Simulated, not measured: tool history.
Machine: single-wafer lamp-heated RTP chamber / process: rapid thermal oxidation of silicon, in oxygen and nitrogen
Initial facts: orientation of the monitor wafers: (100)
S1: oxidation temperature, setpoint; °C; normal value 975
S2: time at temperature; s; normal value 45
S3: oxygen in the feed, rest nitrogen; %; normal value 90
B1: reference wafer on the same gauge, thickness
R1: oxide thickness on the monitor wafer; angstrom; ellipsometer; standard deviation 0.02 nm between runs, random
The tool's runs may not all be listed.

Run 1, hour 0: usual settings; B1 4.538. Result: R1 45.84 angstrom.
Run 2, hour 25.5: usual settings; B1 4.52. Result: R1 46.19 angstrom.
Run 3, hour 50.6: usual settings; B1 4.541. Result: R1 46.2 angstrom.
Run 4, hour 67.3: usual settings but S1 986 °C; B1 4.529. Result: R1 49.92 angstrom.
Run 5, hour 90.1: usual settings but S1 986 °C; B1 4.536. Result: R1 49.86 angstrom.
Run 6, hour 108.9: usual settings but S1 986 °C; B1 4.533. Result: R1 50.15 angstrom.
Run 7, hour 121.3: usual settings; B1 4.533. Result: R1 46.34 angstrom.
Run 8, hour 134.7: usual settings but S1 955 °C; B1 4.53. Result: R1 40.49 angstrom.
Run 9, hour 161.4: usual settings but S1 955 °C; B1 4.536. Result: R1 40.45 angstrom.
Run 10, hour 179.2: usual settings but S1 955 °C; B1 4.517. Result: R1 40.54 angstrom.
Run 11, hour 225.1: usual settings but S1 966 °C; B1 4.536. Result: R1 43.34 angstrom.
At hour 234.9: gauge calibrated.
Run 12, hour 261: usual settings but S1 966 °C; B1 4.54. Result: R1 43.96 angstrom.
Run 13, hour 280.1: usual settings but S2 38 s; B1 4.531. Result: R1 43.38 angstrom.
Run 14, hour 295.2: usual settings but S3 98 %; B1 4.533. Result: R1 48.14 angstrom.
Run 15, hour 399.6: usual settings but S2 36 s, S3 98 %; B1 4.531. Result: R1 44.19 angstrom.
Run 16, hour 415.8: usual settings but S1 987 °C, S2 60 s, S3 64 %; B1 4.53. Result: R1 51.14 angstrom.
At hour 429.5: pyrometer window cleaned and pyrometer calibrated.
At hour 440.1: oxygen flow controller replaced.
Run 17, hour 450.1: usual settings but S1 988 °C, S3 98 %; B1 4.523. Result: R1 51.2 angstrom.
Run 18, hour 479.6: usual settings; B1 4.532. Result: R1 45.24 angstrom.
Run 19, hour 504.6: usual settings but S2 24 s, S3 98 %; B1 4.524. Result: R1 36.88 angstrom.
Run 20, hour 531: usual settings; B1 4.539. Result: R1 45.44 angstrom.
Run 21, hour 544.6: usual settings but S1 955 °C; B1 4.531. Result: R1 40.06 angstrom.
Run 22, hour 560.9: usual settings but S2 36 s; B1 4.541. Result: R1 41.91 angstrom.
Run 23, hour 578.2: usual settings but S2 31 s, S3 82 %; B1 4.521. Result: R1 38.51 angstrom.
Run 24, hour 612.8: usual settings but S1 949 °C, S2 57 s, S3 75 %; B1 4.531. Result: R1 39.71 angstrom.

4 ways to go on from here, each from the tool as it stands after run 24. What would each give?
Run A, hour 613.3: usual settings; B1 ?. Result: R1 ?.
Run B, hour 613.3: usual settings but S2 52 s; B1 ?. Result: R1 ?.
Run C, hour 613.3: usual settings but S1 956 °C, S2 57 s, S3 61 %; B1 ?. Result: R1 ?.
Run D, hour 613.3: usual settings but S1 998 °C; B1 ?. Result: R1 ?.

run     B1     R1
  A  4.521  46.31
  B  4.521  49.16
  C  4.521  39.76
  D  4.521  54.53
The same runs, with their run-to-run variation unchanged, on a tool lacking any hidden condition would have given:
run     R1
  A  45.83
  B  48.63
  C  39.38
  D  53.95

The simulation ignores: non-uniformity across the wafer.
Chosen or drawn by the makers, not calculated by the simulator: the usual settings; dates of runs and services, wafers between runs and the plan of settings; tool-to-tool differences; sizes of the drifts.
